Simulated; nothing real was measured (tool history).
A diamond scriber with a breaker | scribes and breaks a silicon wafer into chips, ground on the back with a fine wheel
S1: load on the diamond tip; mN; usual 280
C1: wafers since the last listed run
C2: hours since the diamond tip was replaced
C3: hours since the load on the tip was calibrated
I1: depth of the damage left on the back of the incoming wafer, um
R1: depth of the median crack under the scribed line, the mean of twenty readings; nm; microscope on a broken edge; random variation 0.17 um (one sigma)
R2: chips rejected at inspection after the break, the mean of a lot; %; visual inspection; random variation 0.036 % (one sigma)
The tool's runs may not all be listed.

{"run": 1, "hour": 0.0, "S1": 336, "C1": 0, "C2": 199.7, "C3": 728, "I1": 2.4, "R1": 16440, "R2": 3.12}
{"run": 2, "hour": 12.5, "S1": 336, "C1": 29, "C2": 212.2, "C3": 740.5, "I1": 1.53, "R1": 16250, "R2": 2.63}
{"run": 3, "hour": 35.5, "S1": 336, "C1": 53, "C2": 235.2, "C3": 763.5, "I1": 2.57, "R1": 16620, "R2": 2.77}
{"run": 4, "hour": 56.4, "S1": 280, "C1": 48, "C2": 256.1, "C3": 784.4, "I1": 2.26, "R1": 13740, "R2": 1.47}
{"run": 5, "hour": 70.5, "S1": 280, "C1": 32, "C2": 270.2, "C3": 798.5, "I1": 1.95, "R1": 13790, "R2": 1.58}
{"run": 6, "hour": 101.8, "S1": 280, "C1": 72, "C2": 301.5, "C3": 829.8, "I1": 1.79, "R1": 13480, "R2": 1.53}
{"run": 7, "hour": 116.7, "S1": 280, "C1": 34, "C2": 316.4, "C3": 844.7, "I1": 2.32, "R1": 13240, "R2": 1.87}
{"run": 8, "hour": 135.2, "S1": 280, "C1": 42, "C2": 334.9, "C3": 863.2, "I1": 2.31, "R1": 13610, "R2": 1.73}
{"run": 9, "hour": 149.5, "S1": 232, "C1": 33, "C2": 349.2, "C3": 877.5, "I1": 1.71, "R1": 10790, "R2": 12.23}
{"hour": 160.3, "done": "load on the tip recalibrated"}
{"run": 10, "hour": 174.2, "S1": 280, "C1": 52, "C2": 373.9, "C3": 13.9, "I1": 2.07, "R1": 13520, "R2": 1.75}
{"run": 11, "hour": 195.6, "S1": 280, "C1": 49, "C2": 395.3, "C3": 35.3, "I1": 1.8, "R1": 13270, "R2": 1.54}
{"hour": 228.9, "done": "diamond tip replaced by a new one"}
{"run": 12, "hour": 231.3, "S1": 339, "C1": 78, "C2": 2.4, "C3": 71, "I1": 2.51, "R1": 17330, "R2": 6}
{"run": 13, "hour": 253.6, "S1": 319, "C1": 51, "C2": 24.7, "C3": 93.3, "I1": 1.83, "R1": 16430, "R2": 2.63}
{"run": 14, "hour": 287.8, "S1": 239, "C1": 79, "C2": 58.9, "C3": 127.5, "I1": 1.52, "R1": 12030, "R2": 6.85}

Forecast each of these 4 alternatives for the next run:
{"run": "A", "hour": 288.4, "S1": 280, "C1": 1, "C2": 59.5, "C3": 128.1, "I1": 1.67, "R1": "?", "R2": "?"}
{"run": "B", "hour": 288.4, "S1": 308, "C1": 1, "C2": 59.5, "C3": 128.1, "I1": 1.67, "R1": "?", "R2": "?"}
{"run": "C", "hour": 288.4, "S1": 243, "C1": 1, "C2": 59.5, "C3": 128.1, "I1": 1.67, "R1": "?", "R2": "?"}
{"run": "D", "hour": 288.4, "S1": 206, "C1": 1, "C2": 59.5, "C3": 128.1, "I1": 1.67, "R1": "?", "R2": "?"}

run=A R1=14170 R2=0.82
run=B R1=15590 R2=1.27
run=C R1=12170 R2=5.97
run=D R1=9980 R2=21.42
Without the tool's hidden state the same runs would have given:
run=A R1=14630 R2=0.64
run=B R1=16100 R2=2.06
run=C R1=12560 R2=4.33
run=D R1=10310 R2=18.44

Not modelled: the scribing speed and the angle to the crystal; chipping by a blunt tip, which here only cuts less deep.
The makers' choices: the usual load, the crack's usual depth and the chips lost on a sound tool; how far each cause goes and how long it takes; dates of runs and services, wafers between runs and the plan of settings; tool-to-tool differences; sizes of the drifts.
